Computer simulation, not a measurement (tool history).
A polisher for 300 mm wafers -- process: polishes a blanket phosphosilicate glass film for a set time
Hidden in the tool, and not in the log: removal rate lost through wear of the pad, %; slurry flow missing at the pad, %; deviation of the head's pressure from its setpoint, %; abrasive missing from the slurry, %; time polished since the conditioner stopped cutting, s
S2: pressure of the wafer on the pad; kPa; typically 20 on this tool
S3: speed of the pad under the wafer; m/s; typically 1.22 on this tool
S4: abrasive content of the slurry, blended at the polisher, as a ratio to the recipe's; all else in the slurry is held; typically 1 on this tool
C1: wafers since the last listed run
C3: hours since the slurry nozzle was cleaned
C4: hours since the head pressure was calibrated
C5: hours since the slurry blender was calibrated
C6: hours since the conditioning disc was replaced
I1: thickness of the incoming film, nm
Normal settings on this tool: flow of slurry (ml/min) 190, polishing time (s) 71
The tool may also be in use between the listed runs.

Run 1, hour 0: usual settings but flow of slurry (ml/min) 235, S3 1.12 m/s; C1 0; wafers polished on this pad 152; C3 365.3; C4 868.6; C5 206.2; C6 175.9; I1 2631.6. Result: film removed (angstrom) 6888.
Run 2, hour 14.6: usual settings but flow of slurry (ml/min) 235, S3 1.12 m/s; C1 123; wafers polished on this pad 276; C3 379.9; C4 883.2; C5 220.8; C6 190.5; I1 2676.7. Result: film removed (angstrom) 6767.
Run 3, hour 32.4: usual settings but flow of slurry (ml/min) 235, S3 1.12 m/s; C1 150; wafers polished on this pad 427; C3 397.7; C4 901; C5 238.6; C6 208.3; I1 2698.4. Result: film removed (angstrom) 6712.
Run 4, hour 43.4: usual settings but polishing time (s) 55; C1 93; wafers polished on this pad 520; C3 408.7; C4 912; C5 249.6; C6 219.3; I1 2655.7. Result: film removed (angstrom) 5326.
At hour 50.4: worn pad replaced by a new one.
Run 5, hour 53.5: usual settings but flow of slurry (ml/min) 170, S4 0.9; C1 51; wafers polished on this pad 26; C3 418.8; C4 922.1; C5 259.7; C6 229.4; I1 2647.7. Result: film removed (angstrom) 6372.
Run 6, hour 67.5: usual settings but flow of slurry (ml/min) 170, S4 0.9; C1 118; wafers polished on this pad 144; C3 432.8; C4 936.1; C5 273.7; C6 243.4; I1 2639.9. Result: film removed (angstrom) 6316.
At hour 79.1: slurry blender recalibrated.
Run 7, hour 80.1: usual settings but polishing time (s) 51; C1 89; wafers polished on this pad 234; C3 445.4; C4 948.7; C5 1; C6 256; I1 2658.1. Result: film removed (angstrom) 4804.
Run 8, hour 97.4: usual settings but polishing time (s) 51; C1 146; wafers polished on this pad 381; C3 462.7; C4 966; C5 18.3; C6 273.3; I1 2678.4. Result: film removed (angstrom) 4760.
Run 9, hour 105.5: usual settings but S3 1.14 m/s; C1 68; wafers polished on this pad 450; C3 470.8; C4 974.1; C5 26.4; C6 281.4; I1 2652.9. Result: film removed (angstrom) 6322.
At hour 107.6: slurry nozzle cleaned.
Run 10, hour 116.9: usual settings but S3 1.56 m/s; C1 88; wafers polished on this pad 538; C3 9.3; C4 985.5; C5 37.8; C6 292.8; I1 2694.1. Result: film removed (angstrom) 8764.
At hour 123.8: worn pad replaced by a new one.
At hour 127: conditioning disc replaced and pad reconditioned.
Run 11, hour 130.3: usual settings but flow of slurry (ml/min) 150, S2 17.9 kPa, S3 1.52 m/s, S4 0.85; C1 62; wafers polished on this pad 37; C3 22.7; C4 998.9; C5 51.2; C6 3.3; I1 2639.9. Result: film removed (angstrom) 6953.
Run 12, hour 143.1: usual settings but flow of slurry (ml/min) 135, S4 0.85, polishing time (s) 55; C1 108; wafers polished on this pad 146; C3 35.5; C4 1011.7; C5 64; C6 16.1; I1 2656.3. Result: film removed (angstrom) 5110.
At hour 159.9: head pressure recalibrated.
Run 13, hour 161: usual settings but S3 1.1 m/s; C1 134; wafers polished on this pad 281; C3 53.4; C4 1.1; C5 81.9; C6 34; I1 2648.4. Result: film removed (angstrom) 6826.
Run 14, hour 172.8: usual settings; C1 100; wafers polished on this pad 381; C3 65.2; C4 12.9; C5 93.7; C6 45.8; I1 2644.5. Result: film removed (angstrom) 7547.
Run 15, hour 179.7: usual settings but flow of slurry (ml/min) 135, S4 0.85, polishing time (s) 55; C1 58; wafers polished on this pad 439; C3 72.1; C4 19.8; C5 100.6; C6 52.7; I1 2656.7. Result: film removed (angstrom) 4960.
At hour 187.7: worn pad replaced by a new one.
Run 16, hour 197.1: usual settings but S4 1.1, polishing time (s) 86; C1 113; wafers polished on this pad 79; C3 89.5; C4 37.2; C5 118; C6 70.1; I1 2639.9. Result: film removed (angstrom) 9288.
Run 17, hour 212.5: usual settings; C1 130; wafers polished on this pad 210; C3 104.9; C4 52.6; C5 133.4; C6 85.5; I1 2645. Result: film removed (angstrom) 7386.
Run 18, hour 224.5: usual settings but S2 22.8 kPa; C1 101; wafers polished on this pad 312; C3 116.9; C4 64.6; C5 145.4; C6 97.5; I1 2655.1. Result: film removed (angstrom) 8187.
Run 19, hour 230.7: usual settings but flow of slurry (ml/min) 155, S3 1.38 m/s, S4 0.9; C1 52; wafers polished on this pad 364; C3 123.1; C4 70.8; C5 151.6; C6 103.7; I1 2611.1. Result: film removed (angstrom) 7285.
Run 20, hour 241.3: usual settings but flow of slurry (ml/min) 150, S3 1.08 m/s, S4 1.2, polishing time (s) 60; C1 89; wafers polished on this pad 454; C3 133.7; C4 81.4; C5 162.2; C6 114.3; I1 2642.9. Result: film removed (angstrom) 6010.

Branching from run 20: 5 alternative next runs. What would each branch give?
Run A, hour 241.7: usual settings but polishing time (s) 88; C1 3; wafers polished on this pad 457; C3 134.1; C4 81.8; C5 162.6; C6 114.7; I1 2686.3. Result: film removed (angstrom) ?.
Run B, hour 241.7: usual settings but polishing time (s) 95; C1 3; wafers polished on this pad 457; C3 134.1; C4 81.8; C5 162.6; C6 114.7; I1 2686.3. Result: film removed (angstrom) ?.
Run C, hour 241.7: usual settings but S4 0.85; C1 3; wafers polished on this pad 457; C3 134.1; C4 81.8; C5 162.6; C6 114.7; I1 2686.3. Result: film removed (angstrom) ?.
Run D, hour 241.7: usual settings but flow of slurry (ml/min) 240, S3 0.8 m/s; C1 3; wafers polished on this pad 457; C3 134.1; C4 81.8; C5 162.6; C6 114.7; I1 2686.3. Result: film removed (angstrom) ?.
Run E, hour 241.7: usual settings but S2 15.2 kPa, polishing time (s) 92; C1 3; wafers polished on this pad 457; C3 134.1; C4 81.8; C5 162.6; C6 114.7; I1 2686.3. Result: film removed (angstrom) ?.

run  film removed (angstrom)
  A                     9125
  B                     9851
  C                     6871
  D                     5862
  E                     7337
What these runs would have given with no unlogged condition in the tool:
run  film removed (angstrom)
  A                     9182
  B                     9912
  C                     6913
  D                     5891
  E                     7382
